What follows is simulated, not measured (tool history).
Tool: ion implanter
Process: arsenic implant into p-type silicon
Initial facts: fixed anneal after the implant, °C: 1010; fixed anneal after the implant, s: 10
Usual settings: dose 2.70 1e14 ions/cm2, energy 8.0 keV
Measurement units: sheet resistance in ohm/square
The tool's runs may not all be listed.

run	hour	dose	energy	wafers since the last listed run	hours since the last dose calibration	hours since the extraction supply was calibrated	hours since the gauge calibration	read-back reference wafer on the same gauge, sheet resistance	sheet resistance
1	0.0	2.70	8.0	0	1887.6	2460.6	119.6	289.10	345.59
2	10.2	2.70	8.0	165	1897.8	2470.8	129.8	288.99	345.86
3	21.3	2.70	8.0	180	1908.9	2481.9	140.9	288.96	346.34
4	28.2	2.70	8.0	111	1915.8	2488.8	147.8	288.99	346.29
5	44.6	2.70	8.0	266	1932.2	2505.2	164.2	288.77	345.65
6	61.7	2.70	8.0	277	1949.3	2522.3	181.3	289.06	346.43
7	76.1	2.70	8.0	233	1963.7	2536.7	195.7	289.05	345.69
8	93.4	2.70	8.0	280	1981.0	2554.0	213.0	288.97	346.26
9	103.8	2.70	8.0	168	1991.4	2564.4	223.4	289.23	346.68
10	115.7	2.70	8.0	193	2003.3	2576.3	235.3	289.25	346.20
11	162.3	2.70	8.0	756	2049.9	2622.9	281.9	289.20	346.13
# hour 179.3: Faraday cup replaced and dose calibrated
# hour 186.9: gauge calibrated
12	212.9	2.70	8.0	691	33.6	2673.5	26.0	289.11	338.78
13	230.2	2.70	8.0	280	50.9	2690.8	43.3	289.15	338.72
14	246.1	2.70	9.5	257	66.8	2706.7	59.2	289.18	332.48
15	259.4	2.70	9.5	215	80.1	2720.0	72.5	288.97	332.21
16	273.2	2.70	9.5	223	93.9	2733.8	86.3	288.99	333.51
# hour 283.4: extraction supply calibrated
17	286.9	2.70	6.0	92	107.6	3.5	100.0	288.95	349.85
18	301.2	2.70	8.0	232	121.9	17.8	114.3	289.06	340.61
19	315.3	2.92	9.5	228	136.0	31.9	128.4	288.91	315.32
20	323.5	2.70	8.0	133	144.2	40.1	136.6	289.13	339.92
21	338.7	2.70	8.0	246	159.4	55.3	151.8	288.96	340.85
22	348.2	2.70	9.5	154	168.9	64.8	161.3	289.04	334.91
23	356.2	2.15	10.0	129	176.9	72.8	169.3	289.06	394.79
24	373.7	3.12	9.0	283	194.4	90.3	186.8	288.84	301.93
25	390.1	2.92	5.5	266	210.8	106.7	203.2	288.98	334.73
26	398.3	2.07	8.0	133	219.0	114.9	211.4	289.11	417.94
27	408.0	3.01	6.5	157	228.7	124.6	221.1	288.93	321.68
28	417.8	2.70	8.0	159	238.5	134.4	230.9	289.18	342.58

Predict the results of run 29:
29	434.0	2.70	5.5	262	254.7	150.6	247.1	?	?

Run 29 measured read-back reference wafer on the same gauge, sheet resistance 289.00, sheet resistance 356.40 ohm/square.
Minus the tool's unlogged condition, the same run would have read sheet resistance 350.05 ohm/square.
